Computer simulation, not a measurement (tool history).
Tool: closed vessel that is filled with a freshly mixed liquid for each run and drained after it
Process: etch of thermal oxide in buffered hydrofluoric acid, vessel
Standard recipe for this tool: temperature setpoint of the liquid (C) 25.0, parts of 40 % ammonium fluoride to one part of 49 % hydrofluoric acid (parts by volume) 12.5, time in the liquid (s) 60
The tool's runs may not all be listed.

run   hour  temperature setpoint of the liquid (C)  parts of 40 % ammonium fluoride to one part of 49 % hydrofluoric acid (parts by volume)  time in the liquid (s)  read-back film thickness of the thermal oxide reference wafer, read on the same gauge (nm)  thickness taken off the thermal oxide on a monitor wafer (nm)
  1    0.0                                    22.5                                                                                     12.5                      60                                                                                      100.02                                                          56.05
  2   13.4                                    25.0                                                                                     12.5                      45                                                                                      100.00                                                          48.53
  3   24.5                                    25.0                                                                                     12.5                      45                                                                                      100.00                                                          48.46
  4   32.9                                    25.0                                                                                     12.5                      60                                                                                       99.99                                                          64.69
  5   40.2                                    25.0                                                                                     12.5                      60                                                                                      100.00                                                          64.84
  6   49.3                                    25.0                                                                                     12.5                      60                                                                                      100.00                                                          64.62
      76.7  -- thermometer replaced
  7   85.0                                    25.0                                                                                     12.5                      60                                                                                       99.97                                                          64.68
      88.6  -- gauge calibrated
  8  101.9                                    26.5                                                                                     14.5                      60                                                                                       99.99                                                          61.03
     115.5  -- hydrofluoric acid flow meter replaced
  9  116.2                                    25.0                                                                                     12.5                      90                                                                                      100.00                                                         103.02
 10  124.9                                    20.5                                                                                     17.0                      80                                                                                      100.03                                                          52.92
 11  131.2                                    25.0                                                                                     12.5                      60                                                                                       99.97                                                          68.83
 12  144.5                                    23.5                                                                                      9.5                      80                                                                                      100.00                                                         106.08
     147.5  -- hydrofluoric acid flow meter replaced, repeated, since the last time left the tool worse
 13  156.1                                    23.5                                                                                     12.5                      95                                                                                      100.01                                                          88.74
 14  167.0                                    25.0                                                                                     12.5                      60                                                                                      100.01                                                          60.29
 15  179.5                                    25.0                                                                                     16.5                      45                                                                                       99.99                                                          34.52

Below are 4 alternative next runs, each starting from the tool's condition after run 15. Predict each:
  A  180.2                                    25.0                                                                                     12.5                      60                                                                                           ?                                                              ?
  B  180.2                                    28.0                                                                                     12.5                      45                                                                                           ?                                                              ?
  C  180.2                                    20.0                                                                                     12.5                      60                                                                                           ?                                                              ?
  D  180.2                                    28.0                                                                                      9.0                      90                                                                                           ?                                                              ?

run  read-back film thickness of the thermal oxide reference wafer, read on the same gauge (nm)  thickness taken off the thermal oxide on a monitor wafer (nm)
  A                                                                                       99.99                                                          60.30
  B                                                                                       99.99                                                          53.13
  C                                                                                       99.99                                                          45.78
  D                                                                                       99.99                                                         141.38
Without the tool's unlogged condition, the same runs would have read:
run  thickness taken off the thermal oxide on a monitor wafer (nm)
  A                                                          59.21
  B                                                          52.17
  C                                                          44.95
  D                                                         138.55
